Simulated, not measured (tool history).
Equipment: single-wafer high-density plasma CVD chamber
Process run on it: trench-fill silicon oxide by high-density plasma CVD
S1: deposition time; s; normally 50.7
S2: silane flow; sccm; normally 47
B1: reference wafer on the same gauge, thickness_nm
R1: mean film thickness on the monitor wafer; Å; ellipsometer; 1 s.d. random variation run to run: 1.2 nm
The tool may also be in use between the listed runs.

Run 1, day 0.000: usual settings but S1 43.6 s; B1 250.049. Result: R1 2014.68 Å.
Run 2, day 4.242: usual settings but S1 43.6 s; B1 250.365. Result: R1 2020.42 Å.
Run 3, day 7.538: usual settings but S1 43.6 s; B1 250.193. Result: R1 2012.30 Å.
Run 4, day 11.138: usual settings; B1 249.612. Result: R1 2351.64 Å.
Run 5, day 14.979: usual settings; B1 249.959. Result: R1 2319.73 Å.
Run 6, day 18.488: usual settings; B1 249.886. Result: R1 2342.78 Å.
Run 7, day 22.188: usual settings but S2 53 sccm; B1 250.121. Result: R1 2639.99 Å.
At day 24.904: gauge calibrated.
Run 8, day 25.508: usual settings but S1 57.4 s, S2 53 sccm; B1 250.028. Result: R1 3030.43 Å.
Run 9, day 29.188: usual settings but S1 55.9 s; B1 249.359. Result: R1 2579.72 Å.
Run 10, day 33.529: usual settings; B1 250.174. Result: R1 2370.45 Å.
Run 11, day 37.625: usual settings; B1 250.133. Result: R1 2351.41 Å.
Run 12, day 40.504: usual settings; B1 250.268. Result: R1 2355.41 Å.
Run 13, day 43.896: usual settings; B1 249.973. Result: R1 2380.87 Å.
Run 14, day 47.971: usual settings but S2 44 sccm; B1 250.463. Result: R1 2197.78 Å.
Run 15, day 52.225: usual settings but S1 47.4 s, S2 51 sccm; B1 250.074. Result: R1 2396.69 Å.
At day 52.875: silane flow controller replaced.
Run 16, day 56.146: usual settings but S1 54.4 s, S2 40 sccm; B1 250.282. Result: R1 2063.98 Å.
Run 17, day 60.188: usual settings but S1 59.8 s, S2 52 sccm; B1 249.688. Result: R1 2976.84 Å.
Run 18, day 64.092: usual settings; B1 250.068. Result: R1 2280.85 Å.
Run 19, day 65.779: usual settings but S1 40.7 s; B1 250.063. Result: R1 1831.93 Å.
Run 20, day 68.379: usual settings but S2 51 sccm; B1 250.040. Result: R1 2451.08 Å.
Run 21, day 70.325: usual settings but S1 46.1 s, S2 43 sccm; B1 249.730. Result: R1 1873.97 Å.
Run 22, day 74.112: usual settings but S1 55.5 s, S2 41 sccm; B1 250.128. Result: R1 2163.80 Å.
Run 23, day 76.996: usual settings but S1 60.7 s, S2 42 sccm; B1 249.965. Result: R1 2438.85 Å.
Run 24, day 79.854: usual settings; B1 250.091. Result: R1 2293.57 Å.
Run 25, day 82.038: usual settings but S2 55 sccm; B1 250.672. Result: R1 2704.80 Å.

For some of the steps in R1 from one run to the next: how much would appear even if the tool had no hidden state, given the settings, what came in and random variation, and how much remains for the hidden state plus any gauge scatter that the measured result and the result without hidden state don't share?
The hidden state here: delivered silane flow above the setpoint (%); gauge reads high (%).
Run 8 -> 9: S1 57.4 -> 55.9, S2 53 -> 47. R1 -450.71 Å: hidden state -21.22, all else -429.49.
Run 15 -> 16: S1 47.4 -> 54.4, S2 51 -> 40, silane flow controller replaced. R1 -332.71 Å: hidden state -108.09, all else -224.62.
Run 16 -> 17: S1 54.4 -> 59.8, S2 40 -> 52. R1 +912.86 Å: hidden state +17.40, all else +895.46.
Run 17 -> 18: S1 59.8 -> 50.7, S2 52 -> 47. R1 -695.99 Å: hidden state +0.43, all else -696.42.

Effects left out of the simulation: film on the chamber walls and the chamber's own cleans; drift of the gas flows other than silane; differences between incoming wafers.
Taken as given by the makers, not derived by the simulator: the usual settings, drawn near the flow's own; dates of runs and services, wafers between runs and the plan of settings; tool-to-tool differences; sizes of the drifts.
